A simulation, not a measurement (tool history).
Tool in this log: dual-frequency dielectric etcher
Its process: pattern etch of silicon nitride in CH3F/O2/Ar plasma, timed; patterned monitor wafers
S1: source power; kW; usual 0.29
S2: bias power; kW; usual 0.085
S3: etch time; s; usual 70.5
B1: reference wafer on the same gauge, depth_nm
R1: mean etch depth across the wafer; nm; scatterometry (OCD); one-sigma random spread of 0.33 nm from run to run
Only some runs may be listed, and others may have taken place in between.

run,hour,S1,S2,S3,B1,R1
1,0,0.29,0.085,70.5,46.58,50.03
2,25.5,0.29,0.085,70.5,46.63,49.49
3,80.8,0.29,0.085,70.5,46.62,49.69
4,132.5,0.29,0.085,70.5,46.6,50.45
5,187.8,0.29,0.085,70.5,46.58,50.03
6,250.6,0.29,0.085,70.5,46.52,50.41
# hour 308: wet clean of the chamber
7,424.3,0.29,0.085,70.5,46.64,49.47
8,495.2,0.29,0.085,70.5,46.58,49.85
9,546.1,0.29,0.073,53.5,46.59,34.75
10,573.2,0.29,0.073,53.5,46.62,35.11
# hour 601.6: upper electrode replaced
11,636.5,0.29,0.073,53.5,46.62,34.54
# hour 720: wet clean of the chamber
12,720.5,0.25,0.085,70.5,46.63,45.23
# hour 724.7: source power generator calibrated
13,728.7,0.25,0.085,70.5,46.68,45.31
14,788.4,0.29,0.085,70.5,46.59,49.57
15,816.7,0.27,0.07,53.5,46.61,32.11
16,848.5,0.32,0.067,70.5,46.64,45.96
17,889.8,0.34,0.07,62,46.58,43.2
18,948,0.25,0.091,80.5,46.64,54.3
19,1002.4,0.29,0.085,70.5,46.56,50.1
# hour 1050.8: gauge calibrated
20,1069.3,0.29,0.085,70.5,46.59,50.39
21,1128.1,0.33,0.075,70.5,46.61,49.76
# hour 1133: bias power generator calibrated
# hour 1161.8: wet clean of the chamber
22,1189.1,0.22,0.085,64,46.59,37.64
23,1236.8,0.29,0.085,83.5,46.59,59.24
24,1262,0.29,0.085,70.5,46.59,50.08
25,1319.8,0.29,0.085,70.5,46.61,50.22
26,1376.2,0.25,0.098,70.5,46.65,49.62
27,1415.1,0.24,0.102,70.5,46.59,49.36
28,1476.9,0.23,0.091,64.5,46.58,41.23

What will run 29 give?
# hour 1568.1: wet clean of the chamber
29,1568.6,0.34,0.093,54,?,?

Run 29 produced B1 46.61, R1 44.2 nm.
Were there no unlogged condition in the tool, this run, its random variation unchanged, would have produced R1 44.2 nm.
